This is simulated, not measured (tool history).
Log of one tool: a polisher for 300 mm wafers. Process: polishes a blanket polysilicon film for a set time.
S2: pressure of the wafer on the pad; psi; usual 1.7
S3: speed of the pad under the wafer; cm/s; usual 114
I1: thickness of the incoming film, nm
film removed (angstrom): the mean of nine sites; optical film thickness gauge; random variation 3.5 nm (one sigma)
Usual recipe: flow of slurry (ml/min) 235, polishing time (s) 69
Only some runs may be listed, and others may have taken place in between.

run 1 day=0 | flow_of_slurry_(ml/min)=235 S2=1.7 S3=114 polishing_time_(s)=69 | I1=2301.9 | film_removed_(angstrom)=3301
-- day=0.054 worn pad replaced by a new one
run 2 day=0.262 | flow_of_slurry_(ml/min)=235 S2=1.7 S3=114 polishing_time_(s)=69 | I1=2315.9 | film_removed_(angstrom)=3617
run 3 day=0.6 | flow_of_slurry_(ml/min)=235 S2=1.7 S3=114 polishing_time_(s)=86 | I1=2331.6 | film_removed_(angstrom)=4498
run 4 day=1.108 | flow_of_slurry_(ml/min)=235 S2=1.7 S3=114 polishing_time_(s)=86 | I1=2260.7 | film_removed_(angstrom)=4491
run 5 day=1.642 | flow_of_slurry_(ml/min)=235 S2=1.7 S3=114 polishing_time_(s)=80 | I1=2297.8 | film_removed_(angstrom)=4037
run 6 day=2.288 | flow_of_slurry_(ml/min)=235 S2=1.7 S3=114 polishing_time_(s)=80 | I1=2302.5 | film_removed_(angstrom)=4009
run 7 day=2.546 | flow_of_slurry_(ml/min)=235 S2=1.7 S3=114 polishing_time_(s)=80 | I1=2292.8 | film_removed_(angstrom)=3919
run 8 day=2.979 | flow_of_slurry_(ml/min)=235 S2=1.7 S3=114 polishing_time_(s)=69 | I1=2308.4 | film_removed_(angstrom)=3359
-- day=3.254 worn pad replaced by a new one, of another model than before
run 9 day=3.317 | flow_of_slurry_(ml/min)=235 S2=1.7 S3=114 polishing_time_(s)=69 | I1=2303.7 | film_removed_(angstrom)=3736
run 10 day=3.671 | flow_of_slurry_(ml/min)=235 S2=1.7 S3=114 polishing_time_(s)=69 | I1=2297.8 | film_removed_(angstrom)=3682
run 11 day=4.371 | flow_of_slurry_(ml/min)=235 S2=1.7 S3=114 polishing_time_(s)=69 | I1=2333.4 | film_removed_(angstrom)=3566
run 12 day=4.854 | flow_of_slurry_(ml/min)=235 S2=1.7 S3=114 polishing_time_(s)=69 | I1=2328.5 | film_removed_(angstrom)=3516
run 13 day=5.504 | flow_of_slurry_(ml/min)=235 S2=1.7 S3=114 polishing_time_(s)=69 | I1=2308.1 | film_removed_(angstrom)=3408
-- day=5.975 worn pad replaced by a new one
run 14 day=6.112 | flow_of_slurry_(ml/min)=235 S2=1.7 S3=114 polishing_time_(s)=69 | I1=2259.6 | film_removed_(angstrom)=3639
-- day=6.875 head pressure recalibrated
run 15 day=6.896 | flow_of_slurry_(ml/min)=180 S2=1.7 S3=114 polishing_time_(s)=69 | I1=2331.5 | film_removed_(angstrom)=3535
run 16 day=7.433 | flow_of_slurry_(ml/min)=235 S2=1.7 S3=114 polishing_time_(s)=69 | I1=2285.5 | film_removed_(angstrom)=3550
run 17 day=7.929 | flow_of_slurry_(ml/min)=235 S2=1.7 S3=130 polishing_time_(s)=69 | I1=2302.3 | film_removed_(angstrom)=3727
run 18 day=8.308 | flow_of_slurry_(ml/min)=190 S2=1.4 S3=128 polishing_time_(s)=78 | I1=2282.9 | film_removed_(angstrom)=3665
run 19 day=8.742 | flow_of_slurry_(ml/min)=235 S2=1.7 S3=150 polishing_time_(s)=69 | I1=2284.4 | film_removed_(angstrom)=4090
-- day=9.183 worn pad replaced by a new one
run 20 day=9.204 | flow_of_slurry_(ml/min)=265 S2=1.5 S3=114 polishing_time_(s)=86 | I1=2293.1 | film_removed_(angstrom)=4327
run 21 day=9.671 | flow_of_slurry_(ml/min)=235 S2=1.7 S3=114 polishing_time_(s)=80 | I1=2286.2 | film_removed_(angstrom)=4131
run 22 day=10.421 | flow_of_slurry_(ml/min)=235 S2=1.7 S3=114 polishing_time_(s)=86 | I1=2263.1 | film_removed_(angstrom)=4438
-- day=10.492 slurry nozzle cleaned
run 23 day=10.767 | flow_of_slurry_(ml/min)=185 S2=1.9 S3=114 polishing_time_(s)=89 | I1=2341.4 | film_removed_(angstrom)=4729
run 24 day=11.046 | flow_of_slurry_(ml/min)=235 S2=1.5 S3=132 polishing_time_(s)=79 | I1=2274.3 | film_removed_(angstrom)=4055
run 25 day=11.733 | flow_of_slurry_(ml/min)=235 S2=1.7 S3=136 polishing_time_(s)=69 | I1=2337.9 | film_removed_(angstrom)=3851
run 26 day=12.15 | flow_of_slurry_(ml/min)=260 S2=1.5 S3=114 polishing_time_(s)=59 | I1=2300.5 | film_removed_(angstrom)=2630
-- day=12.575 worn pad replaced by a new one
run 27 day=12.596 | flow_of_slurry_(ml/min)=270 S2=1.1 S3=104 polishing_time_(s)=69 | I1=2273.5 | film_removed_(angstrom)=2838
run 28 day=13.046 | flow_of_slurry_(ml/min)=235 S2=1.7 S3=114 polishing_time_(s)=59 | I1=2283.1 | film_removed_(angstrom)=3040
run 29 day=13.525 | flow_of_slurry_(ml/min)=235 S2=1.9 S3=114 polishing_time_(s)=84 | I1=2295.8 | film_removed_(angstrom)=4695
run 30 day=14.492 | flow_of_slurry_(ml/min)=235 S2=1.7 S3=114 polishing_time_(s)=69 | I1=2307.6 | film_removed_(angstrom)=3547
run 31 day=15.042 | flow_of_slurry_(ml/min)=235 S2=1.2 S3=154 polishing_time_(s)=79 | I1=2322.5 | film_removed_(angstrom)=3914

The tool's hidden state at each run:
slurry flow missing at the pad, %: 0 on each run
deviation of the head's pressure from its setpoint, %: 0 on each run
H1: removal rate lost through wear of the pad, %
run=1 H1=10.2
run=2 H1=1.44
run=3 H1=2.5
run=4 H1=4.08
run=5 H1=5.74
run=6 H1=7.75
run=7 H1=8.56
run=8 H1=9.91
run=9 H1=0.474
run=10 H1=1.58
run=11 H1=3.76
run=12 H1=5.27
run=13 H1=7.29
run=14 H1=0.509
run=15 H1=2.95
run=16 H1=4.63
run=17 H1=6.17
run=18 H1=7.35
run=19 H1=8.7
run=20 H1=1.15
run=21 H1=2.6
run=22 H1=4.94
run=23 H1=6.02
run=24 H1=6.89
run=25 H1=9.03
run=26 H1=10.3
run=27 H1=0.636
run=28 H1=2.04
run=29 H1=3.53
run=30 H1=6.54
run=31 H1=8.26
